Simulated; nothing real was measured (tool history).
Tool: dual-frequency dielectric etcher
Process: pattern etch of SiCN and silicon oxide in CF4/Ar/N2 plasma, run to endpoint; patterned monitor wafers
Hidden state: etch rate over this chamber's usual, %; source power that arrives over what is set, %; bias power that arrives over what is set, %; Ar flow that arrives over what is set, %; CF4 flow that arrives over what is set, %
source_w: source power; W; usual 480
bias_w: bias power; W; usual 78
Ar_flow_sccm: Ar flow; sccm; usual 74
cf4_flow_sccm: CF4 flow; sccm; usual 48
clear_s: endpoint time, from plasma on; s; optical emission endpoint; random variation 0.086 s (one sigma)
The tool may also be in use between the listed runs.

run	hour	source_w	bias_w	Ar_flow_sccm	cf4_flow_sccm	wafers since the last listed run	hours since the last wet clean	hours since the last source power generator calibration	hours since the last bias power generator calibration	hours since the last Ar flow controller change	hours since the last CF4 flow controller change	hours since the last upper electrode change	incoming incoming film thickness, nm	clear_s
1	0.0	480	74	74	48	0	126.5	3318.1	2714.8	2559.9	3836.3	4512.9	13.83	13.4
# hour 66.5: source power generator calibrated
2	104.3	480	74	74	48	1455	230.8	37.8	2819.1	2664.2	3940.6	4617.2	13.85	13.5
3	182.1	480	78	74	48	1128	308.6	115.6	2896.9	2742.0	4018.4	4695.0	13.85	13.1
4	244.3	480	78	74	48	902	370.8	177.8	2959.1	2804.2	4080.6	4757.2	13.93	13.0
5	325.7	480	78	74	48	1181	452.2	259.2	3040.5	2885.6	4162.0	4838.6	13.79	13.0
# hour 371.2: wet clean of the chamber
# hour 384.2: CF4 flow controller replaced
6	511.1	560	78	74	41	2254	139.9	444.6	3225.9	3071.0	126.9	5024.0	13.73	12.3
7	583.4	480	78	74	48	1049	212.2	516.9	3298.2	3143.3	199.2	5096.3	13.76	13.2
# hour 613.0: upper electrode replaced, of another model than before
8	689.4	480	71	74	48	1189	318.2	622.9	3404.2	3249.3	305.2	76.4	13.78	13.6
9	783.5	590	78	89	48	1365	412.3	717.0	3498.3	3343.4	399.3	170.5	14.01	12.6
10	853.2	480	78	74	48	1011	482.0	786.7	3568.0	3413.1	469.0	240.2	13.74	13.0
# hour 936.0: wet clean of the chamber
11	950.5	400	96	86	45	1063	14.5	884.0	3665.3	3510.4	566.3	337.5	13.75	13.4
12	1056.1	530	61	74	48	1532	120.1	989.6	3770.9	3616.0	671.9	443.1	13.71	14.1
# hour 1079.2: bias power generator calibrated
13	1107.8	480	91	74	44	692	171.8	1041.3	28.6	3667.7	723.6	494.8	13.76	12.6
14	1181.9	480	70	74	39	1075	245.9	1115.4	102.7	3741.8	797.7	568.9	13.92	14.2
15	1245.3	480	78	74	48	919	309.3	1178.8	166.1	3805.2	861.1	632.3	13.80	13.1
# hour 1324.0: Ar flow controller replaced
16	1329.3	380	98	74	57	1131	393.3	1262.8	250.1	5.3	945.1	716.3	13.73	12.5
# hour 1426.0: wet clean of the chamber
17	1426.5	420	90	62	43	1062	0.5	1360.0	347.3	102.5	1042.3	813.5	13.83	13.0
18	1636.3	480	91	74	44	3044	210.3	1569.8	557.1	312.3	1252.1	1023.3	13.87	12.6
19	1688.9	480	78	74	48	763	262.9	1622.4	609.7	364.9	1304.7	1075.9	13.78	13.2
20	1805.4	480	78	63	48	1690	379.4	1738.9	726.2	481.4	1421.2	1192.4	13.68	12.8
21	1865.7	560	84	63	55	874	439.7	1799.2	786.5	541.7	1481.5	1252.7	13.75	11.7
22	1951.8	480	78	60	39	1249	525.8	1885.3	872.6	627.8	1567.6	1338.8	13.91	13.0
# hour 2037.0: wet clean of the chamber
23	2037.5	420	90	62	43	895	0.5	1971.0	958.3	713.5	1653.3	1424.5	13.77	13.0

Measured less the same run without the tool's hidden state. The same run-to-run variation is in both; the gauge's scatter may not be:
run	clear_s
1	-0.1
2	-0.2
3	-0.3
4	-0.4
5	-0.4
6	+0.0
7	-0.2
8	-0.3
9	-0.3
10	-0.4
11	+0.1
12	+0.0
13	-0.1
14	-0.2
15	-0.3
16	-0.3
17	+0.0
18	-0.2
19	-0.3
20	-0.3
21	-0.3
22	-0.5
23	+0.0
